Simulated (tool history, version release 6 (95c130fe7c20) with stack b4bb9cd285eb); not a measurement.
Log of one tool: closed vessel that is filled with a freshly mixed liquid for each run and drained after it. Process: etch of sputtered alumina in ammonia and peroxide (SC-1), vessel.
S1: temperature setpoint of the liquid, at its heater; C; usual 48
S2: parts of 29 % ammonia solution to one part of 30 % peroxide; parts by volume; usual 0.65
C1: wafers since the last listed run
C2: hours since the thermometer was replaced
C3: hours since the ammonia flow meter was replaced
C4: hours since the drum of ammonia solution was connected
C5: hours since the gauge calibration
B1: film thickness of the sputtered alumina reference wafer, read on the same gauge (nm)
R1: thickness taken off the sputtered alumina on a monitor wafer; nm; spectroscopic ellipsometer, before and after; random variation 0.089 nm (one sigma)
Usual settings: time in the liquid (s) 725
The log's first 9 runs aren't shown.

run 10 hour=115.9 | S1=52.5 S2=0.65 time_in_the_liquid_(s)=370 | C1=506 C2=142.6 C3=42.9 C4=243.5 C5=442.7 | B1=39.99 | R1=18.2
run 11 hour=124.4 | S1=53.5 S2=0.65 time_in_the_liquid_(s)=725 | C1=545 C2=151.1 C3=51.4 C4=252 C5=451.2 | B1=40.03 | R1=37.52
run 12 hour=136.8 | S1=48 S2=0.65 time_in_the_liquid_(s)=1065 | C1=795 C2=163.5 C3=63.8 C4=264.4 C5=463.6 | B1=40.02 | R1=40.74
run 13 hour=144.6 | S1=48 S2=0.65 time_in_the_liquid_(s)=725 | C1=500 C2=171.3 C3=71.6 C4=272.2 C5=471.4 | B1=40 | R1=27.86
run 14 hour=151.7 | S1=41 S2=0.45 time_in_the_liquid_(s)=895 | C1=455 C2=178.4 C3=78.7 C4=279.3 C5=478.5 | B1=40.01 | R1=22.18
run 15 hour=166.8 | S1=48 S2=0.65 time_in_the_liquid_(s)=725 | C1=968 C2=193.5 C3=93.8 C4=294.4 C5=493.6 | B1=40.01 | R1=27.76
run 16 hour=176.2 | S1=41 S2=0.65 time_in_the_liquid_(s)=490 | C1=603 C2=202.9 C3=103.2 C4=303.8 C5=503 | B1=40 | R1=12.56
run 17 hour=182.8 | S1=56.5 S2=0.4 time_in_the_liquid_(s)=725 | C1=423 C2=209.5 C3=109.8 C4=310.4 C5=509.6 | B1=40 | R1=42.21
-- hour=187.1 gauge calibrated
run 18 hour=190.7 | S1=48 S2=0.8 time_in_the_liquid_(s)=1015 | C1=506 C2=217.4 C3=117.7 C4=318.3 C5=3.6 | B1=40 | R1=39.85
run 19 hour=206.4 | S1=48 S2=0.5 time_in_the_liquid_(s)=560 | C1=1007 C2=233.1 C3=133.4 C4=334 C5=19.3 | B1=40.02 | R1=20.85
-- hour=218.3 new drum of ammonia solution connected
run 20 hour=223.9 | S1=45.5 S2=0.85 time_in_the_liquid_(s)=1160 | C1=1058 C2=250.6 C3=150.9 C4=5.6 C5=36.8 | B1=40 | R1=39.34
run 21 hour=235.2 | S1=48 S2=0.65 time_in_the_liquid_(s)=725 | C1=725 C2=261.9 C3=162.2 C4=16.9 C5=48.1 | B1=40 | R1=27.72
run 22 hour=248.5 | S1=48 S2=0.65 time_in_the_liquid_(s)=725 | C1=853 C2=275.2 C3=175.5 C4=30.2 C5=61.4 | B1=39.98 | R1=27.86
run 23 hour=266.1 | S1=48 S2=0.65 time_in_the_liquid_(s)=725 | C1=1129 C2=292.8 C3=193.1 C4=47.8 C5=79 | B1=39.97 | R1=27.68
run 24 hour=279.1 | S1=44 S2=0.8 time_in_the_liquid_(s)=1125 | C1=834 C2=305.8 C3=206.1 C4=60.8 C5=92 | B1=39.99 | R1=34.96
run 25 hour=289.9 | S1=48 S2=0.65 time_in_the_liquid_(s)=725 | C1=692 C2=316.6 C3=216.9 C4=71.6 C5=102.8 | B1=39.99 | R1=27.84
run 26 hour=304.3 | S1=48 S2=0.65 time_in_the_liquid_(s)=725 | C1=923 C2=331 C3=231.3 C4=86 C5=117.2 | B1=40 | R1=27.82
run 27 hour=312.6 | S1=40.5 S2=0.9 time_in_the_liquid_(s)=725 | C1=532 C2=339.3 C3=239.6 C4=94.3 C5=125.5 | B1=40 | R1=18.67
run 28 hour=321.1 | S1=48 S2=0.45 time_in_the_liquid_(s)=725 | C1=545 C2=347.8 C3=248.1 C4=102.8 C5=134 | B1=39.99 | R1=26.95

Forecast run 29:
run 29 hour=334.7 | S1=53 S2=0.45 time_in_the_liquid_(s)=335 | C1=872 C2=361.4 C3=261.7 C4=116.4 C5=147.6 | B1=? | R1=?

Run 29 gave B1 40.01, R1 16.3 nm.
Without the tool's hidden state the same run would have given R1 16.3 nm.
